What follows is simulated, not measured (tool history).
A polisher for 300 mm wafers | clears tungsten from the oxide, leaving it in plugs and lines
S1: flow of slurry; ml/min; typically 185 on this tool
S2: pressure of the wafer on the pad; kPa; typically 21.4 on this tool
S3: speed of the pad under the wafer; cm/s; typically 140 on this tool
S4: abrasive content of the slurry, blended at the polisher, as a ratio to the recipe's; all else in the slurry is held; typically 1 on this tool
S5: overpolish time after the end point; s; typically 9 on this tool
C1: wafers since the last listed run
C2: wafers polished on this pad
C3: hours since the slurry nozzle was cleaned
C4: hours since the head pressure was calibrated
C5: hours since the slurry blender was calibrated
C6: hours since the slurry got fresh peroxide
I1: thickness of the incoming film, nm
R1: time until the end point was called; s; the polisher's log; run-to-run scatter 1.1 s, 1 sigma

{"run": 1, "day": 0.0, "S1": 185, "S2": 21.4, "S3": 140, "S4": 1, "S5": 9, "C1": 0, "C2": 1012, "C3": 294.3, "C4": 178.7, "C5": 116.6, "C6": 118.2, "I1": 335.5, "R1": 60.8}
{"run": 2, "day": 0.696, "S1": 185, "S2": 21.4, "S3": 140, "S4": 1, "S5": 8, "C1": 101, "C2": 1113, "C3": 311, "C4": 195.4, "C5": 133.3, "C6": 134.9, "I1": 334.2, "R1": 59.9}
{"day": 1.504, "done": "worn pad replaced by a new one"}
{"run": 3, "day": 1.975, "S1": 185, "S2": 21.4, "S3": 140, "S4": 1, "S5": 8, "C1": 161, "C2": 68, "C3": 341.7, "C4": 226.1, "C5": 164, "C6": 165.6, "I1": 334, "R1": 57.8}
{"day": 3.162, "done": "slurry tank refilled with fresh slurry and peroxide"}
{"run": 4, "day": 5.871, "S1": 185, "S2": 21.4, "S3": 140, "S4": 1, "S5": 8, "C1": 559, "C2": 627, "C3": 435.2, "C4": 319.6, "C5": 257.5, "C6": 65, "I1": 326.9, "R1": 56.4}
{"run": 5, "day": 7.346, "S1": 185, "S2": 21.4, "S3": 140, "S4": 1, "S5": 7, "C1": 214, "C2": 841, "C3": 470.6, "C4": 355, "C5": 292.9, "C6": 100.4, "I1": 327.3, "R1": 58}
{"run": 6, "day": 7.942, "S1": 185, "S2": 21.4, "S3": 140, "S4": 1, "S5": 7, "C1": 86, "C2": 928, "C3": 484.9, "C4": 369.3, "C5": 307.2, "C6": 114.7, "I1": 326.9, "R1": 59.5}
{"day": 9.733, "done": "slurry blender recalibrated"}
{"day": 10.233, "done": "slurry tank refilled with fresh slurry and peroxide"}
{"day": 11.8, "done": "worn pad replaced by a new one"}
{"run": 7, "day": 11.821, "S1": 185, "S2": 21.4, "S3": 140, "S4": 1, "S5": 9, "C1": 520, "C2": 3, "C3": 578, "C4": 462.4, "C5": 50.1, "C6": 38.1, "I1": 328.1, "R1": 55.5}
{"run": 8, "day": 12.429, "S1": 185, "S2": 21.4, "S3": 140, "S4": 1, "S5": 9, "C1": 88, "C2": 91, "C3": 592.6, "C4": 477, "C5": 64.7, "C6": 52.7, "I1": 329.3, "R1": 54.7}
{"run": 9, "day": 13.062, "S1": 185, "S2": 21.4, "S3": 140, "S4": 1, "S5": 9, "C1": 91, "C2": 183, "C3": 607.8, "C4": 492.2, "C5": 79.9, "C6": 67.9, "I1": 324.6, "R1": 56.1}
{"run": 10, "day": 14.5, "S1": 185, "S2": 21.4, "S3": 140, "S4": 0.8, "S5": 9, "C1": 208, "C2": 392, "C3": 642.3, "C4": 526.7, "C5": 114.4, "C6": 102.4, "I1": 328, "R1": 58.2}
{"day": 14.992, "done": "slurry nozzle cleaned"}
{"run": 11, "day": 15.392, "S1": 185, "S2": 17.2, "S3": 140, "S4": 1, "S5": 9, "C1": 123, "C2": 515, "C3": 9.6, "C4": 548.1, "C5": 135.8, "C6": 123.8, "I1": 334.6, "R1": 66.8}
{"run": 12, "day": 16.483, "S1": 185, "S2": 17.2, "S3": 140, "S4": 1, "S5": 9, "C1": 158, "C2": 673, "C3": 35.8, "C4": 574.3, "C5": 162, "C6": 150, "I1": 330.7, "R1": 66.1}
{"run": 13, "day": 17.771, "S1": 185, "S2": 24.8, "S3": 186, "S4": 0.8, "S5": 9, "C1": 186, "C2": 860, "C3": 66.7, "C4": 605.2, "C5": 192.9, "C6": 180.9, "I1": 334.9, "R1": 44.1}
{"day": 18.3, "done": "slurry tank refilled with fresh slurry and peroxide"}
{"run": 14, "day": 18.804, "S1": 185, "S2": 21.4, "S3": 140, "S4": 1, "S5": 5, "C1": 143, "C2": 1004, "C3": 91.5, "C4": 630, "C5": 217.7, "C6": 12.1, "I1": 329.1, "R1": 61.7}
{"run": 15, "day": 19.992, "S1": 185, "S2": 21.4, "S3": 118, "S4": 0.7, "S5": 9, "C1": 172, "C2": 1177, "C3": 120, "C4": 658.5, "C5": 246.2, "C6": 40.6, "I1": 330.6, "R1": 79}
{"run": 16, "day": 20.858, "S1": 150, "S2": 21.4, "S3": 140, "S4": 0.9, "S5": 5, "C1": 125, "C2": 1302, "C3": 140.8, "C4": 679.3, "C5": 267, "C6": 61.4, "I1": 328.4, "R1": 66.5}
{"day": 21.233, "done": "worn pad replaced by a new one"}
{"run": 17, "day": 21.792, "S1": 150, "S2": 21.4, "S3": 102, "S4": 1.3, "S5": 13, "C1": 111, "C2": 81, "C3": 163.2, "C4": 701.7, "C5": 289.4, "C6": 83.8, "I1": 331.1, "R1": 76.2}
{"day": 22.333, "done": "head pressure recalibrated"}
{"run": 18, "day": 22.642, "S1": 185, "S2": 21.4, "S3": 182, "S4": 1, "S5": 12, "C1": 111, "C2": 192, "C3": 183.6, "C4": 7.4, "C5": 309.8, "C6": 104.2, "I1": 323.9, "R1": 41.6}
{"run": 19, "day": 23.358, "S1": 185, "S2": 21.4, "S3": 140, "S4": 1, "S5": 9, "C1": 104, "C2": 296, "C3": 200.8, "C4": 24.6, "C5": 327, "C6": 121.4, "I1": 322.9, "R1": 55.9}
{"run": 20, "day": 23.883, "S1": 185, "S2": 21.4, "S3": 140, "S4": 1, "S5": 9, "C1": 76, "C2": 372, "C3": 213.4, "C4": 37.2, "C5": 339.6, "C6": 134, "I1": 326.6, "R1": 56.6}
{"run": 21, "day": 25.267, "S1": 185, "S2": 15.2, "S3": 140, "S4": 1, "S5": 9, "C1": 200, "C2": 573, "C3": 246.6, "C4": 70.4, "C5": 372.8, "C6": 167.2, "I1": 328.1, "R1": 70.7}
{"day": 25.4, "done": "slurry tank refilled with fresh slurry and peroxide"}
{"day": 25.804, "done": "slurry blender recalibrated"}
{"run": 22, "day": 26.7, "S1": 240, "S2": 21.4, "S3": 140, "S4": 1, "S5": 9, "C1": 189, "C2": 763, "C3": 281, "C4": 104.8, "C5": 21.5, "C6": 31.2, "I1": 329.6, "R1": 55.9}
{"run": 23, "day": 28.112, "S1": 185, "S2": 21.4, "S3": 140, "S4": 1, "S5": 12, "C1": 205, "C2": 968, "C3": 314.9, "C4": 138.7, "C5": 55.4, "C6": 65.1, "I1": 333.5, "R1": 59.4}
{"run": 24, "day": 29.008, "S1": 185, "S2": 15.9, "S3": 140, "S4": 1, "S5": 9, "C1": 130, "C2": 1098, "C3": 336.4, "C4": 160.2, "C5": 76.9, "C6": 86.6, "I1": 329.2, "R1": 69.1}
{"run": 25, "day": 29.608, "S1": 185, "S2": 21.4, "S3": 182, "S4": 1, "S5": 13, "C1": 87, "C2": 1185, "C3": 350.8, "C4": 174.6, "C5": 91.3, "C6": 101, "I1": 333.9, "R1": 48.4}

Alternative continuations, all from the tool just after run 25; predict every row:
{"run": "A", "day": 29.629, "S1": 185, "S2": 21.4, "S3": 140, "S4": 1, "S5": 4, "C1": 3, "C2": 1188, "C3": 351.3, "C4": 175.1, "C5": 91.8, "C6": 101.5, "I1": 332.6, "R1": "?"}
{"run": "B", "day": 29.629, "S1": 185, "S2": 21.4, "S3": 98, "S4": 1, "S5": 9, "C1": 3, "C2": 1188, "C3": 351.3, "C4": 175.1, "C5": 91.8, "C6": 101.5, "I1": 332.6, "R1": "?"}
{"run": "C", "day": 29.629, "S1": 185, "S2": 27.6, "S3": 140, "S4": 1, "S5": 9, "C1": 3, "C2": 1188, "C3": 351.3, "C4": 175.1, "C5": 91.8, "C6": 101.5, "I1": 332.6, "R1": "?"}
{"run": "D", "day": 29.629, "S1": 185, "S2": 21.4, "S3": 140, "S4": 1.2, "S5": 9, "C1": 3, "C2": 1188, "C3": 351.3, "C4": 175.1, "C5": 91.8, "C6": 101.5, "I1": 332.6, "R1": "?"}

run=A R1=59.5
run=B R1=85
run=C R1=49.9
run=D R1=57.2
Had the tool no hidden state, the same runs would have come out as:
run=A R1=52.5
run=B R1=75
run=C R1=44
run=D R1=50.5
